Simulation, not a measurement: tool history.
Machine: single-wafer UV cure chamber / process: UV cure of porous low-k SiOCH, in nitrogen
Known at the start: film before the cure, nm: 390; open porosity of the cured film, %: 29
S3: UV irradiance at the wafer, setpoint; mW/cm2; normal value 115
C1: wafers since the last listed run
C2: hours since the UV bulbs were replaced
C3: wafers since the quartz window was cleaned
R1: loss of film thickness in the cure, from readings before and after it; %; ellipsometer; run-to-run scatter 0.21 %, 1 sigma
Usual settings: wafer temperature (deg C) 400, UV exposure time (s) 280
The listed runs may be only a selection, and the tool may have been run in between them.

Run 1, day 0: usual settings; C1 0; C2 1401; C3 687. Result: R1 14.156 %.
Run 2, day 0.404: usual settings; C1 118; C2 1410.7; C3 805. Result: R1 14.505 %.
Run 3, day 2.4: usual settings; C1 586; C2 1458.6; C3 1392. Result: R1 13.782 %.
Run 4, day 3.029: usual settings but wafer temperature (deg C) 384, S3 128 mW/cm2; C1 184; C2 1473.7; C3 1577. Result: R1 14.371 %.
At day 4.658: quartz window cleaned.
Run 5, day 4.825: usual settings but wafer temperature (deg C) 384, S3 128 mW/cm2; C1 430; C2 1516.8; C3 48. Result: R1 15.29 %.
Run 6, day 5.217: usual settings but UV exposure time (s) 320; C1 115; C2 1526.2; C3 163. Result: R1 15.629 %.
Run 7, day 5.629: usual settings but UV exposure time (s) 320; C1 121; C2 1536.1; C3 285. Result: R1 15.199 %.
Run 8, day 6.929: usual settings but UV exposure time (s) 320; C1 382; C2 1567.3; C3 667. Result: R1 14.753 %.
At day 7.321: UV bulbs replaced.
Run 9, day 7.421: usual settings but wafer temperature (deg C) 384, S3 128 mW/cm2; C1 46; C2 2.4; C3 713. Result: R1 14.44 %.
Run 10, day 8.142: usual settings; C1 211; C2 19.7; C3 925. Result: R1 13.883 %.

Run 11 is up next; what results do you expect?
Run 11, day 8.817: usual settings but UV exposure time (s) 335, S3 143 mW/cm2; C1 198; C2 35.9; C3 1124. Result: R1 ?.

R1: 15.771 %
If the tool had no hidden condition, the same run with the same run-to-run variation would have returned R1 16.752 %.

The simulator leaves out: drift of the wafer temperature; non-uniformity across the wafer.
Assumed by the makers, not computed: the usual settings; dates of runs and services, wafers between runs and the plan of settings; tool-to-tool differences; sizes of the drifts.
